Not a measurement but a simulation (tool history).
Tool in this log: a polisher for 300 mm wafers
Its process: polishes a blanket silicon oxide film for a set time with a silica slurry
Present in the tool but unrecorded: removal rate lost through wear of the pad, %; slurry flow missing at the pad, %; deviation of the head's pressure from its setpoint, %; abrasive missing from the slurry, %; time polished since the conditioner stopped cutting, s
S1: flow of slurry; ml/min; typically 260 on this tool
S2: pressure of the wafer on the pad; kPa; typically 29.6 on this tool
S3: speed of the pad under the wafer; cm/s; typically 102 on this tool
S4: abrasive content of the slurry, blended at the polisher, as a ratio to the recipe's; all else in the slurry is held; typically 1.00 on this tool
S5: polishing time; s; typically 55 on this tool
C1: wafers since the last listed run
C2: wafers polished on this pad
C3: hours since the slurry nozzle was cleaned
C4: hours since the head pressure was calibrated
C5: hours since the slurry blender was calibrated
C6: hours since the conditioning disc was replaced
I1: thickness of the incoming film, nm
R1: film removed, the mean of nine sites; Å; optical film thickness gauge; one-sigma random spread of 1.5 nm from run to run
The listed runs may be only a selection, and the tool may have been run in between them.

| run | hour | S1 | S2 | S3 | S4 | S5 | C1 | C2 | C3 | C4 | C5 | C6 | I1 | R1 |
|---|---|---|---|---|---|---|---|---|---|---|---|---|---|---|
| 1 | 0.0 | 260 | 37.2 | 102 | 1.00 | 55 | 0 | 1034 | 300.3 | 79.0 | 227.3 | 197.4 | 1522.3 | 2272 |
|  | 73.2 | worn pad replaced by a new one |
|  | 74.7 | slurry blender recalibrated |
|  | 113.3 | conditioning disc replaced and pad reconditioned |
| 2 | 194.0 | 260 | 37.2 | 102 | 1.00 | 55 | 1621 | 1019 | 494.3 | 273.0 | 119.3 | 80.7 | 1540.2 | 2264 |
| 3 | 232.6 | 260 | 37.2 | 102 | 1.00 | 55 | 335 | 1355 | 532.9 | 311.6 | 157.9 | 119.3 | 1545.8 | 2276 |
|  | 284.9 | worn pad replaced by a new one |
| 4 | 297.3 | 260 | 29.6 | 102 | 1.10 | 55 | 527 | 107 | 597.6 | 376.3 | 222.6 | 184.0 | 1533.9 | 1876 |
| 5 | 325.4 | 260 | 29.6 | 102 | 1.10 | 55 | 244 | 352 | 625.7 | 404.4 | 250.7 | 212.1 | 1525.0 | 1897 |
|  | 349.2 | slurry nozzle cleaned |
| 6 | 349.5 | 260 | 29.6 | 130 | 0.85 | 55 | 200 | 553 | 0.3 | 428.5 | 274.8 | 236.2 | 1530.6 | 2141 |
|  | 352.1 | slurry blender recalibrated |
| 7 | 390.5 | 260 | 29.6 | 102 | 1.00 | 65 | 339 | 892 | 41.3 | 469.5 | 38.4 | 277.2 | 1531.5 | 2258 |
| 8 | 430.3 | 260 | 29.6 | 102 | 1.00 | 65 | 346 | 1238 | 81.1 | 509.3 | 78.2 | 317.0 | 1514.8 | 2242 |
|  | 455.4 | worn pad replaced by a new one |
| 9 | 486.5 | 260 | 31.7 | 102 | 1.00 | 64 | 453 | 270 | 137.3 | 565.5 | 134.4 | 373.2 | 1522.6 | 2309 |
|  | 495.6 | conditioning disc replaced and pad reconditioned |
| 10 | 540.1 | 260 | 29.6 | 102 | 1.00 | 55 | 448 | 718 | 190.9 | 619.1 | 188.0 | 44.5 | 1536.4 | 1914 |
| 11 | 586.3 | 260 | 25.5 | 102 | 1.00 | 55 | 401 | 1120 | 237.1 | 665.3 | 234.2 | 90.7 | 1554.7 | 1676 |
|  | 621.6 | worn pad replaced by a new one |
| 12 | 627.9 | 190 | 29.6 | 102 | 0.85 | 55 | 326 | 54 | 278.7 | 706.9 | 275.8 | 132.3 | 1544.7 | 1685 |
|  | 645.2 | slurry blender recalibrated |
| 13 | 683.0 | 260 | 29.6 | 102 | 1.00 | 55 | 461 | 516 | 333.8 | 762.0 | 37.8 | 187.4 | 1542.6 | 1868 |
|  | 695.4 | head pressure recalibrated |
| 14 | 708.5 | 260 | 24.1 | 136 | 1.00 | 43 | 204 | 720 | 359.3 | 13.1 | 63.3 | 212.9 | 1514.4 | 1539 |
| 15 | 775.4 | 260 | 29.6 | 76 | 1.20 | 55 | 581 | 1302 | 426.2 | 80.0 | 130.2 | 279.8 | 1533.5 | 1602 |
| 16 | 804.0 | 285 | 24.8 | 102 | 1.00 | 55 | 248 | 1551 | 454.8 | 108.6 | 158.8 | 308.4 | 1549.7 | 1620 |
|  | 813.2 | worn pad replaced by a new one |
| 17 | 870.7 | 260 | 29.6 | 102 | 1.10 | 55 | 545 | 499 | 521.5 | 175.3 | 225.5 | 375.1 | 1515.0 | 1890 |
|  | 881.8 | conditioning disc replaced and pad reconditioned |
| 18 | 941.2 | 260 | 29.6 | 102 | 1.00 | 65 | 595 | 1095 | 592.0 | 245.8 | 296.0 | 59.4 | 1506.7 | 2182 |
|  | 962.3 | slurry blender recalibrated |
| 19 | 974.1 | 260 | 20.0 | 136 | 1.00 | 62 | 268 | 1364 | 624.9 | 278.7 | 11.8 | 92.3 | 1542.9 | 1857 |

Each row is a separate what-if for the run after 19, all from the same tool condition, not one after another. Results?
| A | 974.5 | 260 | 29.6 | 102 | 1.00 | 55 | 3 | 1367 | 625.3 | 279.1 | 12.2 | 92.7 | 1541.5 | ? |
| B | 974.5 | 260 | 22.8 | 134 | 1.00 | 55 | 3 | 1367 | 625.3 | 279.1 | 12.2 | 92.7 | 1541.5 | ? |
| C | 974.5 | 290 | 32.4 | 118 | 1.20 | 55 | 3 | 1367 | 625.3 | 279.1 | 12.2 | 92.7 | 1541.5 | ? |

| run | R1 |
|---|---|
| A | 1795 |
| B | 1784 |
| C | 2357 |
The same runs, with their run-to-run variation unchanged, on a tool lacking any hidden condition would have given:
| run | R1 |
|---|---|
| A | 1903 |
| B | 1891 |
| C | 2484 |
